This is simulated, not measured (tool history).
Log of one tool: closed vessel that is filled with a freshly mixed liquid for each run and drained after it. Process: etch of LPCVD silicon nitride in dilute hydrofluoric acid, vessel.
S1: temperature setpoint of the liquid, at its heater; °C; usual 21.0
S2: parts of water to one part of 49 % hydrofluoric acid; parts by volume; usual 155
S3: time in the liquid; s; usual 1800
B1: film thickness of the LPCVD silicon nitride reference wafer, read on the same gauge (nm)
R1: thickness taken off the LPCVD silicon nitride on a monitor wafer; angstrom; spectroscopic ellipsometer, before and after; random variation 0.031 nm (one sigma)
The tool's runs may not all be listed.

run     day    S1   S2    S3      B1     R1
  1   0.000  21.0  155  1800  70.085  45.78
  2   0.717  21.0  155  1800  70.011  46.77
  3   1.946  21.0  155  1800  69.998  46.23
  4   3.200  21.0  155  1800  69.990  46.44
  5   4.033  21.0  155  1800  69.960  47.12
  6   6.525  21.0  155  1800  69.845  47.01
  7   7.104  21.0  155  1800  69.781  46.49
  8   8.158  21.0  155  1800  69.780  46.99
  9   9.842  21.0  155  1800  69.622  46.08
 10  10.408  21.0  155  1800  69.548  46.55
 11  13.571  21.0  155  1800  69.321  46.22
     14.429  -- hydrofluoric acid flow meter replaced
 12  14.758  21.0  155  1800  69.224  46.23
 13  15.838  18.0  155  1800  69.080  37.89
 14  16.342  19.0  125  1800  69.052  49.11
 15  17.804  21.0  155  1800  68.904  45.35
 16  18.496  21.0  155  1800  68.772  45.59
 17  19.771  21.0   90   985  68.623  42.31
     20.625  -- thermometer replaced
     21.071  -- gauge calibrated
 18  21.104  21.0  155  1800  70.234  45.99
 19  22.271  21.0  115  1270  70.172  44.20
 20  23.292  21.0  110  1800  70.222  64.95
 21  24.138  23.5  155  1800  70.212  54.90
 22  25.138  21.0  155  1800  70.161  46.80
 23  29.029  26.0  100  1800  69.976  99.04
 24  29.546  17.0  155  1470  69.986  29.11
 25  30.388  21.0   95  2265  69.996  94.73

Hidden state or all else? Some run-to-run changes of R1, split into what the settings, what came in and random variation would give without the hidden state, and what is left for the hidden state (with any gauge scatter that isn't in both results):
The hidden state here: liquid colder than its thermometer reads (K); hydrofluoric acid flow below the setpoint (%); gauge reads high (%).
Run 10 -> 11: no setting changed, nothing entered. R1 -0.33 angstrom: hidden state -0.18, all else -0.15.
Run 17 -> 18: S2 90 -> 155, S3 985 -> 1800, thermometer replaced, gauge calibrated. R1 +3.68 angstrom: hidden state +0.97, all else +2.71.
Run 23 -> 24: S1 26.0 -> 17.0, S2 100 -> 155, S3 1800 -> 1470. R1 -69.93 angstrom: hidden state -0.02, all else -69.91.
Run 24 -> 25: S1 17.0 -> 21.0, S2 155 -> 95, S3 1470 -> 2265. R1 +65.62 angstrom: hidden state -0.07, all else +65.69.

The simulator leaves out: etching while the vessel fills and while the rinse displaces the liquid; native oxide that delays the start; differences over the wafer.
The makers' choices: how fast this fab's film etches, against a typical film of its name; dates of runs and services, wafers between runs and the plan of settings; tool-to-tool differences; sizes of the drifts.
